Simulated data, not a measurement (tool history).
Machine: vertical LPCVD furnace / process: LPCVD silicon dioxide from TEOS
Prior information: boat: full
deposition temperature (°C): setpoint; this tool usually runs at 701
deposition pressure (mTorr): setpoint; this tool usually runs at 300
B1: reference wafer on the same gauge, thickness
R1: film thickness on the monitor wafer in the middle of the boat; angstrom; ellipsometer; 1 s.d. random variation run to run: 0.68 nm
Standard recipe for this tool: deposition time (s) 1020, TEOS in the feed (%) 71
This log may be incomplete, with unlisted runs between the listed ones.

Run 1, hour 0.0: usual settings but deposition temperature (°C) 693; B1 149.30. Result: R1 1162.0 angstrom.
At hour 31.0: pressure gauge zeroed.
Run 2, hour 31.5: usual settings but deposition temperature (°C) 693; B1 149.23. Result: R1 1164.7 angstrom.
Run 3, hour 53.7: usual settings but deposition temperature (°C) 693; B1 149.33. Result: R1 1159.3 angstrom.
Run 4, hour 71.2: usual settings but deposition temperature (°C) 705; B1 149.27. Result: R1 1532.2 angstrom.
Run 5, hour 106.8: usual settings but deposition temperature (°C) 705; B1 149.03. Result: R1 1547.1 angstrom.
Run 6, hour 193.9: usual settings; B1 148.82. Result: R1 1400.8 angstrom.
Run 7, hour 227.4: usual settings; B1 148.52. Result: R1 1407.3 angstrom.
Run 8, hour 263.3: usual settings; B1 148.67. Result: R1 1390.6 angstrom.
Run 9, hour 287.4: usual settings; B1 148.61. Result: R1 1399.9 angstrom.
Run 10, hour 305.2: usual settings; B1 148.33. Result: R1 1402.1 angstrom.
Run 11, hour 339.4: usual settings but deposition pressure (mTorr) 340, TEOS in the feed (%) 65; B1 148.30. Result: R1 1409.3 angstrom.
Run 12, hour 363.7: usual settings but deposition time (s) 690; B1 148.42. Result: R1 944.3 angstrom.
Run 13, hour 384.4: usual settings but deposition temperature (°C) 708, deposition time (s) 720, TEOS in the feed (%) 85; B1 148.31. Result: R1 1267.6 angstrom.
Run 14, hour 406.9: usual settings; B1 148.03. Result: R1 1387.7 angstrom.
Run 15, hour 433.3: usual settings but deposition temperature (°C) 704, deposition pressure (mTorr) 320; B1 148.07. Result: R1 1545.5 angstrom.
Run 16, hour 450.2: usual settings but deposition temperature (°C) 689, TEOS in the feed (%) 63; B1 148.04. Result: R1 982.1 angstrom.
At hour 458.4: gauge calibrated.
Run 17, hour 474.8: usual settings but deposition temperature (°C) 707, deposition pressure (mTorr) 270; B1 151.92. Result: R1 1562.7 angstrom.
Run 18, hour 506.6: usual settings but deposition temperature (°C) 709, deposition pressure (mTorr) 245, deposition time (s) 810; B1 152.01. Result: R1 1247.6 angstrom.
At hour 538.2: thermocouples replaced and temperature profile calibrated.
At hour 557.2: TEOS flow controller replaced.
Run 19, hour 557.7: usual settings; B1 151.82. Result: R1 1429.3 angstrom.
Run 20, hour 563.4: usual settings; B1 151.91. Result: R1 1429.6 angstrom.
Run 21, hour 592.2: usual settings but deposition pressure (mTorr) 240, deposition time (s) 1380; B1 151.92. Result: R1 1725.8 angstrom.
Run 22, hour 623.9: usual settings but TEOS in the feed (%) 66; B1 151.80. Result: R1 1366.5 angstrom.
Run 23, hour 653.1: usual settings; B1 151.48. Result: R1 1423.3 angstrom.
Run 24, hour 678.6: usual settings but deposition time (s) 1140; B1 151.39. Result: R1 1601.9 angstrom.
Run 25, hour 772.3: usual settings but deposition pressure (mTorr) 280, TEOS in the feed (%) 83; B1 151.44. Result: R1 1485.8 angstrom.
Run 26, hour 787.0: usual settings but deposition temperature (°C) 694, TEOS in the feed (%) 67; B1 151.18. Result: R1 1161.4 angstrom.
Run 27, hour 807.6: usual settings but deposition temperature (°C) 694, TEOS in the feed (%) 67; B1 151.09. Result: R1 1172.3 angstrom.
Run 28, hour 843.0: usual settings; B1 151.03. Result: R1 1428.1 angstrom.
Run 29, hour 876.4: usual settings but deposition pressure (mTorr) 250; B1 151.12. Result: R1 1298.9 angstrom.
Run 30, hour 912.2: usual settings but deposition time (s) 690, TEOS in the feed (%) 82; B1 150.73. Result: R1 1028.8 angstrom.
Run 31, hour 926.1: usual settings but deposition temperature (°C) 689, deposition pressure (mTorr) 355, deposition time (s) 1200, TEOS in the feed (%) 84; B1 150.80. Result: R1 1505.9 angstrom.

Consider 4 possible next runs. They are alternatives, not a sequence: every one starts from the tool as it was left by run 31. What does each give?
Run A, hour 930.8: usual settings but deposition time (s) 870; B1 ?. Result: R1 ?.
Run B, hour 930.8: usual settings but deposition temperature (°C) 706, deposition time (s) 720, TEOS in the feed (%) 84; B1 ?. Result: R1 ?.
Run C, hour 930.8: usual settings but deposition pressure (mTorr) 330, deposition time (s) 1410, TEOS in the feed (%) 58; B1 ?. Result: R1 ?.
Run D, hour 930.8: usual settings but deposition temperature (°C) 712, deposition pressure (mTorr) 370; B1 ?. Result: R1 ?.

run      B1      R1
  A  150.55  1203.0
  B  150.55  1215.4
  C  150.55  1848.2
  D  150.55  2016.1
Without the tool's hidden state the same runs would have given:
run      R1
  A  1212.6
  B  1225.1
  C  1862.9
  D  2032.2
